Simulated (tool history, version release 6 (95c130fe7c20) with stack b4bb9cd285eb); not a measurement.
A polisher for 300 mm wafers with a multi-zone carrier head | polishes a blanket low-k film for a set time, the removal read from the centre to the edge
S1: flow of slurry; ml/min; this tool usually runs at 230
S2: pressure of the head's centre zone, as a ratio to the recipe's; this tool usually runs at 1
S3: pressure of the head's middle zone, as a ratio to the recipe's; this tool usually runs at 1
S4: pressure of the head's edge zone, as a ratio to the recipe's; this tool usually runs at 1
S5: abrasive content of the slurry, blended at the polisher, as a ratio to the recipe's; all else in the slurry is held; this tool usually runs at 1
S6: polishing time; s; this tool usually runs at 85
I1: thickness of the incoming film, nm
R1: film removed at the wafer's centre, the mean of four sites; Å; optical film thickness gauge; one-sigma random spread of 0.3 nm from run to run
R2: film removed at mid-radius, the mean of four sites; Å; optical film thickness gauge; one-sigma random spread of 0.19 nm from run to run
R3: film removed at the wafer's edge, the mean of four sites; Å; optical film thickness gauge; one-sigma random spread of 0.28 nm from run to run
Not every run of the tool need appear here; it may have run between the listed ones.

run   hour   S1    S2    S3    S4    S5   S6     I1   R1   R2   R3
  1      0  230     1     1     1     1   85  317.8  261  257  262
  2    6.7  230     1     1     1     1   85  323.8  260  254  261
      15.3  -- worn pad replaced by a new one
  3   15.8  230     1     1     1     1   85  320.8  276  269  272
  4     23  230     1     1     1     1   85  314.2  268  267  271
  5   33.9  230     1     1     1     1   85  320.3  270  265  274
  6   45.3  230     1     1     1     1   85  323.5  269  262  273
  7     55  165     1     1     1     1   85  320.6  256  250  257
  8   68.6  165     1     1     1     1   85  317.4  245  245  259
  9   78.2  230     1  0.91     1     1   85  316.6  261  238  272
 10   88.7  195  1.07  1.08     1  0.75   85  323.3  209  207  199
      94.3  -- carrier head's membrane replaced by a new one
 11   95.8  310     1  1.03     1  1.25   93  325.3  339  340  334
 12  104.6  160   0.9  0.94     1     1  107  323.8  279  284  312
 13  111.5  230  1.08     1  0.95  1.15   85  320.3  302  279  274
     118.8  -- edge zone pressure recalibrated
     128.7  -- worn pad replaced by a new one
 14  129.2  230     1     1     1     1   85  319.9  274  273  275
 15  143.4  230     1     1  1.08     1   85  317.6  275  265  286
       156  -- centre zone pressure recalibrated
 16  156.6  190  0.91     1     1   0.9   85  322.2  222  241  247
     161.2  -- slurry nozzle cleaned
 17    172  230  1.03  0.95     1     1   85  322.6  282  254  269
 18  189.3  230     1     1     1     1   85  318.2  265  263  272
 19    213  295     1     1     1     1   63  320.2  204  197  198

Predict each of these 5 candidate next runs independently; none follows another, all start after run 19:
  A  213.5  275     1   1     1    1   85  323.7   ?   ?   ?
  B  213.5  230     1   1  0.89  1.3   85  323.7   ?   ?   ?
  C  213.5  170     1   1     1    1   85  323.7   ?   ?   ?
  D  213.5  260     1   1     1  1.1  110  323.7   ?   ?   ?
  E  213.5  180  0.89   1     1  0.8  100  323.7   ?   ?   ?

run   R1   R2   R3
  A  270  266  263
  B  308  303  286
  C  249  247  249
  D  369  363  361
  E  222  244  246
Without the tool's hidden state the same runs would have given:
run   R1   R2   R3
  A  286  281  279
  B  326  321  303
  C  264  262  264
  D  391  385  382
  E  235  259  261
